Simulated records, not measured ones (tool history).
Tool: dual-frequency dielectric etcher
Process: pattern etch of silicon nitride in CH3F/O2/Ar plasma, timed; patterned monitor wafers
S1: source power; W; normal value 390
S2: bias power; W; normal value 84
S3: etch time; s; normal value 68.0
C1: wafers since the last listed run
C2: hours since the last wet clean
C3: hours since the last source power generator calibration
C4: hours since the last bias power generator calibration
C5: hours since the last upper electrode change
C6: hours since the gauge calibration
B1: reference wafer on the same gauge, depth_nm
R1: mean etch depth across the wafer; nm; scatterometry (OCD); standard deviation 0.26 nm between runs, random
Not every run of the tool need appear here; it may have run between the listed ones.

run 1 hour=0.0 | S1=390 S2=84 S3=68.0 | C1=0 C2=324.6 C3=893.7 C4=1044.9 C5=5146.6 C6=947.2 | B1=46.61 | R1=47.29
run 2 hour=62.3 | S1=390 S2=84 S3=76.5 | C1=876 C2=386.9 C3=956.0 C4=1107.2 C5=5208.9 C6=1009.5 | B1=46.64 | R1=53.30
run 3 hour=86.9 | S1=390 S2=84 S3=76.5 | C1=346 C2=411.5 C3=980.6 C4=1131.8 C5=5233.5 C6=1034.1 | B1=46.66 | R1=53.61
-- hour=154.5 wet clean of the chamber
run 4 hour=155.0 | S1=320 S2=84 S3=68.0 | C1=620 C2=0.5 C3=1048.7 C4=1199.9 C5=5301.6 C6=1102.2 | B1=46.74 | R1=43.95
run 5 hour=199.7 | S1=350 S2=84 S3=68.0 | C1=629 C2=45.2 C3=1093.4 C4=1244.6 C5=5346.3 C6=1146.9 | B1=46.69 | R1=45.99
-- hour=222.0 gauge calibrated
run 6 hour=231.3 | S1=350 S2=84 S3=68.0 | C1=444 C2=76.8 C3=1125.0 C4=1276.2 C5=5377.9 C6=9.3 | B1=46.73 | R1=45.61
run 7 hour=291.6 | S1=390 S2=84 S3=68.0 | C1=848 C2=137.1 C3=1185.3 C4=1336.5 C5=5438.2 C6=69.6 | B1=46.73 | R1=47.73
run 8 hour=354.7 | S1=390 S2=84 S3=68.0 | C1=888 C2=200.2 C3=1248.4 C4=1399.6 C5=5501.3 C6=132.7 | B1=46.73 | R1=47.66
-- hour=381.2 upper electrode replaced
run 9 hour=387.2 | S1=390 S2=84 S3=68.0 | C1=119 C2=232.7 C3=1280.9 C4=1432.1 C5=6.0 C6=165.2 | B1=46.67 | R1=48.02
run 10 hour=446.0 | S1=390 S2=84 S3=68.0 | C1=827 C2=291.5 C3=1339.7 C4=1490.9 C5=64.8 C6=224.0 | B1=46.71 | R1=48.24
run 11 hour=563.7 | S1=390 S2=84 S3=68.0 | C1=1656 C2=409.2 C3=1457.4 C4=1608.6 C5=182.5 C6=341.7 | B1=46.70 | R1=47.42
-- hour=645.4 source power generator calibrated
-- hour=658.4 wet clean of the chamber
run 12 hour=681.0 | S1=340 S2=84 S3=53.5 | C1=1412 C2=22.6 C3=35.6 C4=1725.9 C5=299.8 C6=459.0 | B1=46.65 | R1=36.78
run 13 hour=734.5 | S1=390 S2=84 S3=68.0 | C1=753 C2=76.1 C3=89.1 C4=1779.4 C5=353.3 C6=512.5 | B1=46.73 | R1=49.11
run 14 hour=760.5 | S1=390 S2=84 S3=68.0 | C1=365 C2=102.1 C3=115.1 C4=1805.4 C5=379.3 C6=538.5 | B1=46.74 | R1=49.26
run 15 hour=813.4 | S1=320 S2=72 S3=81.5 | C1=744 C2=155.0 C3=168.0 C4=1858.3 C5=432.2 C6=591.4 | B1=46.65 | R1=49.75
-- hour=824.2 bias power generator calibrated
run 16 hour=869.2 | S1=390 S2=84 S3=68.0 | C1=729 C2=210.8 C3=223.8 C4=45.0 C5=488.0 C6=647.2 | B1=46.74 | R1=47.91
run 17 hour=960.7 | S1=480 S2=72 S3=52.5 | C1=1287 C2=302.3 C3=315.3 C4=136.5 C5=579.5 C6=738.7 | B1=46.67 | R1=36.71
run 18 hour=987.9 | S1=340 S2=98 S3=68.0 | C1=382 C2=329.5 C3=342.5 C4=163.7 C5=606.7 C6=765.9 | B1=46.66 | R1=48.99
run 19 hour=1043.6 | S1=300 S2=84 S3=59.0 | C1=784 C2=385.2 C3=398.2 C4=219.4 C5=662.4 C6=821.6 | B1=46.81 | R1=37.34
run 20 hour=1085.7 | S1=390 S2=67 S3=68.0 | C1=592 C2=427.3 C3=440.3 C4=261.5 C5=704.5 C6=863.7 | B1=46.73 | R1=41.35
run 21 hour=1136.6 | S1=350 S2=70 S3=59.5 | C1=716 C2=478.2 C3=491.2 C4=312.4 C5=755.4 C6=914.6 | B1=46.69 | R1=35.76
-- hour=1163.5 wet clean of the chamber
run 22 hour=1170.3 | S1=310 S2=98 S3=76.0 | C1=136 C2=6.8 C3=524.9 C4=346.1 C5=789.1 C6=948.3 | B1=46.73 | R1=53.46
run 23 hour=1241.8 | S1=480 S2=76 S3=78.0 | C1=1006 C2=78.3 C3=596.4 C4=417.6 C5=860.6 C6=1019.8 | B1=46.76 | R1=55.34
run 24 hour=1304.8 | S1=390 S2=84 S3=80.5 | C1=886 C2=141.3 C3=659.4 C4=480.6 C5=923.6 C6=1082.8 | B1=46.75 | R1=56.24

What does the tool deliver on the next run?
-- hour=1342.4 gauge calibrated
run 25 hour=1370.6 | S1=390 S2=99 S3=76.0 | C1=926 C2=207.1 C3=725.2 C4=546.4 C5=989.4 C6=28.2 | B1=? | R1=?

{"run 25": {"B1": 46.76, "R1": 58.03}}
The same run, on a tool lacking any hidden state, would have yielded R1 58.76 nm.
